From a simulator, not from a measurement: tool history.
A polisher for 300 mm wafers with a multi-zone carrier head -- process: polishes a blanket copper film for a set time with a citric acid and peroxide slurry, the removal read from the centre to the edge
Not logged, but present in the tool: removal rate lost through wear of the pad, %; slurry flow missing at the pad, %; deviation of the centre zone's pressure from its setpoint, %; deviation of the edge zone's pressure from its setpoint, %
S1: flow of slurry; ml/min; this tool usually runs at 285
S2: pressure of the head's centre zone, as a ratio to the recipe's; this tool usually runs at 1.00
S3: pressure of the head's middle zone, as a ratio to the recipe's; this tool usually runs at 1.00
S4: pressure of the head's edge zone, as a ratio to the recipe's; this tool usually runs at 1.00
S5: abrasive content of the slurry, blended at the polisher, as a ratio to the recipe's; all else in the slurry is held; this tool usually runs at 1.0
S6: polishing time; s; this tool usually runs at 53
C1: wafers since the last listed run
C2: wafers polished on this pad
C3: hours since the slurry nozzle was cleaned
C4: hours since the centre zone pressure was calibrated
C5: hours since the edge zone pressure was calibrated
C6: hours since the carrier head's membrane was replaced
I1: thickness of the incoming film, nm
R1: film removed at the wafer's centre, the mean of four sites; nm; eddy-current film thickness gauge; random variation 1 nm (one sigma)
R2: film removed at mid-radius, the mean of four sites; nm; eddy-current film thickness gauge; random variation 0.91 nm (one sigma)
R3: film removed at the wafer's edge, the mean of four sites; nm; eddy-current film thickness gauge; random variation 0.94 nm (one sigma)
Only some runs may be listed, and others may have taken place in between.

run	hour	S1	S2	S3	S4	S5	S6	C1	C2	C3	C4	C5	C6	I1	R1	R2	R3
1	0.0	285	1.00	1.00	1.00	1.0	43	0	1563	361.2	598.8	422.0	677.8	532.5	81.9	87.6	88.8
# hour 4.3: centre zone pressure recalibrated
# hour 60.2: carrier head's membrane replaced by a new one
2	102.9	200	1.00	1.00	1.00	1.1	53	875	2438	464.1	98.6	524.9	42.7	546.8	101.4	106.5	108.2
3	197.8	330	1.00	0.90	1.00	1.1	53	865	3304	559.0	193.5	619.8	137.6	531.0	106.3	101.8	113.9
# hour 237.3: slurry nozzle cleaned
4	256.2	285	1.00	1.00	1.00	1.0	53	523	3828	18.9	251.9	678.2	196.0	538.9	103.0	107.0	109.4
# hour 285.9: edge zone pressure recalibrated
5	342.9	335	1.00	1.00	1.11	1.0	53	772	4600	105.6	338.6	57.0	282.7	540.9	102.9	109.6	115.3
6	411.5	285	1.00	0.94	1.00	1.0	35	625	5226	174.2	407.2	125.6	351.3	539.6	66.9	67.0	73.1
7	514.2	285	1.04	1.00	0.94	1.0	53	937	6164	276.9	509.9	228.3	454.0	539.4	102.8	107.5	108.3
# hour 603.3: centre zone pressure recalibrated
# hour 607.1: worn pad replaced by a new one
8	607.6	285	1.00	1.00	1.00	1.0	53	799	4	370.3	4.3	321.7	547.4	540.8	110.5	105.8	108.6
9	683.9	285	1.04	1.00	1.00	1.0	53	696	700	446.6	80.6	398.0	623.7	539.6	110.2	108.0	111.1
10	791.8	285	1.00	1.00	0.89	1.0	37	984	1685	554.5	188.5	505.9	731.6	537.6	73.2	74.1	72.8
11	871.5	285	1.00	0.93	0.93	1.0	53	727	2412	634.2	268.2	585.6	811.3	535.5	101.8	100.0	107.4
12	934.8	285	1.00	1.00	1.00	1.0	53	577	2990	697.5	331.5	648.9	874.6	539.0	102.2	107.6	109.1
# hour 956.9: edge zone pressure recalibrated
# hour 973.0: carrier head's membrane replaced by a new one
# hour 1009.3: slurry nozzle cleaned
13	1014.7	285	1.00	1.00	1.00	1.0	53	656	3646	5.4	411.4	57.8	41.7	540.1	103.6	107.1	110.6
14	1081.9	365	0.89	1.08	1.00	1.0	44	613	4259	72.6	478.6	125.0	108.9	544.4	80.0	96.1	93.1
15	1127.4	285	1.00	1.00	1.00	1.0	43	415	4674	118.1	524.1	170.5	154.4	548.7	81.8	87.0	88.3
# hour 1204.1: worn pad replaced by a new one
# hour 1278.0: centre zone pressure recalibrated
16	1441.2	285	1.00	1.00	1.06	1.0	62	2808	2145	431.9	163.2	484.3	468.2	550.9	123.0	124.2	129.0
17	1529.8	380	1.00	1.03	0.93	1.0	71	808	2954	520.5	251.8	572.9	556.8	544.1	143.4	150.3	145.3
18	1578.9	285	0.97	1.00	0.94	1.0	60	448	3402	569.6	300.9	622.0	605.9	530.0	113.3	121.6	121.9
# hour 1609.0: slurry nozzle cleaned
19	1624.6	285	1.00	1.00	0.93	1.0	65	407	3810	15.6	346.6	667.7	651.6	541.8	125.9	132.0	129.8
# hour 1725.2: edge zone pressure recalibrated
20	1732.2	285	0.95	1.00	1.00	1.0	44	963	4773	123.2	454.2	7.0	759.2	541.8	82.0	87.6	90.1

Below are 5 alternative next runs, each starting from the tool's condition after run 20. Predict each:
A	1732.6	285	1.00	1.00	1.00	1.0	45	3	4777	123.6	454.6	7.4	759.6	548.5	?	?	?
B	1732.6	285	1.00	1.00	1.05	1.0	53	3	4777	123.6	454.6	7.4	759.6	548.5	?	?	?
C	1732.6	285	1.03	1.00	1.00	1.0	53	3	4777	123.6	454.6	7.4	759.6	548.5	?	?	?
D	1732.6	325	0.94	1.00	1.00	0.9	44	3	4777	123.6	454.6	7.4	759.6	548.5	?	?	?
E	1732.6	285	1.00	1.00	1.00	0.7	44	3	4777	123.6	454.6	7.4	759.6	548.5	?	?	?

run	R1	R2	R3
A	87.9	91.6	93.2
B	103.5	107.8	111.8
C	105.8	107.8	109.8
D	81.0	88.3	89.6
E	78.4	81.8	83.2
Without the tool's unlogged condition, the same runs would have read:
run	R1	R2	R3
A	94.4	91.5	93.2
B	111.2	107.8	111.8
C	113.7	107.8	109.8
D	87.0	88.2	89.6
E	84.3	81.7	83.2

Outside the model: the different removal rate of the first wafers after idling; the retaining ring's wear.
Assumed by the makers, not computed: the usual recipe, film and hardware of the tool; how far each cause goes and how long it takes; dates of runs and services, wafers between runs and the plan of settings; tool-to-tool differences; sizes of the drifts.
